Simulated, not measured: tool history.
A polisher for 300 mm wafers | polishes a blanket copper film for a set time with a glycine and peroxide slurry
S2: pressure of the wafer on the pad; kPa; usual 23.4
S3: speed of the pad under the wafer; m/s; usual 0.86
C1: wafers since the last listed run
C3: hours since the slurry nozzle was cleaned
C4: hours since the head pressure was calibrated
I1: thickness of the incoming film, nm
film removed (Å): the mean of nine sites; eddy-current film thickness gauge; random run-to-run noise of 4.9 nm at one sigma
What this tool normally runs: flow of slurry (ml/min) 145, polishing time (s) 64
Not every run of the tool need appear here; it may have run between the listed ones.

Run 1, hour 0: usual settings but S3 0.94 m/s; C1 0; wafers polished on this pad 147; C3 237.2; C4 1046.2; I1 1007.9. Result: film removed (Å) 4263.
Run 2, hour 13.8: usual settings but polishing time (s) 72; C1 189; wafers polished on this pad 337; C3 251; C4 1060; I1 1017.8. Result: film removed (Å) 4241.
Run 3, hour 26.9: usual settings but polishing time (s) 72; C1 179; wafers polished on this pad 517; C3 264.1; C4 1073.1; I1 998.5. Result: film removed (Å) 4309.
Run 4, hour 38.8: usual settings but polishing time (s) 72; C1 163; wafers polished on this pad 680; C3 276; C4 1085; I1 1031.3. Result: film removed (Å) 4144.
Run 5, hour 53.7: usual settings but polishing time (s) 56; C1 204; wafers polished on this pad 885; C3 290.9; C4 1099.9; I1 1006.7. Result: film removed (Å) 3142.
Run 6, hour 69.2: usual settings but S2 27.6 kPa; C1 212; wafers polished on this pad 1097; C3 306.4; C4 1115.4; I1 1038.4. Result: film removed (Å) 3919.
At hour 76.1: worn pad replaced by a new one.
At hour 82.6: head pressure recalibrated.
Run 7, hour 83.1: usual settings but S2 27.6 kPa; C1 108; wafers polished on this pad 69; C3 320.3; C4 0.5; I1 1030.2. Result: film removed (Å) 4583.
Run 8, hour 94.6: usual settings; C1 157; wafers polished on this pad 227; C3 331.8; C4 12; I1 1017.3. Result: film removed (Å) 3842.
Run 9, hour 109.1: usual settings but S2 27.6 kPa; C1 199; wafers polished on this pad 426; C3 346.3; C4 26.5; I1 1027.9. Result: film removed (Å) 4399.
Run 10, hour 120.5: usual settings but flow of slurry (ml/min) 180, S2 28.3 kPa, S3 1.08 m/s; C1 156; wafers polished on this pad 582; C3 357.7; C4 37.9; I1 1008.8. Result: film removed (Å) 5498.
At hour 130.5: slurry nozzle cleaned.
Run 11, hour 134: usual settings but flow of slurry (ml/min) 180, S2 16.5 kPa, S3 1.06 m/s, polishing time (s) 78; C1 171; wafers polished on this pad 754; C3 3.5; C4 51.4; I1 1029.6. Result: film removed (Å) 4128.
Run 12, hour 147.5: usual settings but flow of slurry (ml/min) 100, S2 20 kPa, S3 0.94 m/s; C1 185; wafers polished on this pad 939; C3 17; C4 64.9; I1 1018.8. Result: film removed (Å) 3156.
Run 13, hour 155.9: usual settings but S2 17.2 kPa, polishing time (s) 49; C1 115; wafers polished on this pad 1055; C3 25.4; C4 73.3; I1 1013.9. Result: film removed (Å) 2150.
Run 14, hour 164.8: usual settings but S3 0.76 m/s, polishing time (s) 54; C1 122; wafers polished on this pad 1177; C3 34.3; C4 82.2; I1 1037.9. Result: film removed (Å) 2726.
At hour 169.1: worn pad replaced by a new one.
Run 15, hour 179.5: usual settings but flow of slurry (ml/min) 190; C1 146; wafers polished on this pad 143; C3 49; C4 96.9; I1 1021.9. Result: film removed (Å) 4052.

Alternative continuations, all from the tool just after run 15; predict every row:
Run A, hour 179.9: usual settings but polishing time (s) 42; C1 5; wafers polished on this pad 148; C3 49.4; C4 97.3; I1 1012.5. Result: film removed (Å) ?.
Run B, hour 179.9: usual settings but S2 26.2 kPa; C1 5; wafers polished on this pad 148; C3 49.4; C4 97.3; I1 1012.5. Result: film removed (Å) ?.
Run C, hour 179.9: usual settings but flow of slurry (ml/min) 190, S2 29 kPa, S3 1.04 m/s, polishing time (s) 57; C1 5; wafers polished on this pad 148; C3 49.4; C4 97.3; I1 1012.5. Result: film removed (Å) ?.
Run D, hour 179.9: usual settings but flow of slurry (ml/min) 125, S2 18.6 kPa; C1 5; wafers polished on this pad 148; C3 49.4; C4 97.3; I1 1012.5. Result: film removed (Å) ?.

run  film removed (Å)
  A              2602
  B              4353
  C              5210
  D              3187
Without the tool's hidden state the same runs would have given:
run  film removed (Å)
  A              2641
  B              4418
  C              5288
  D              3235
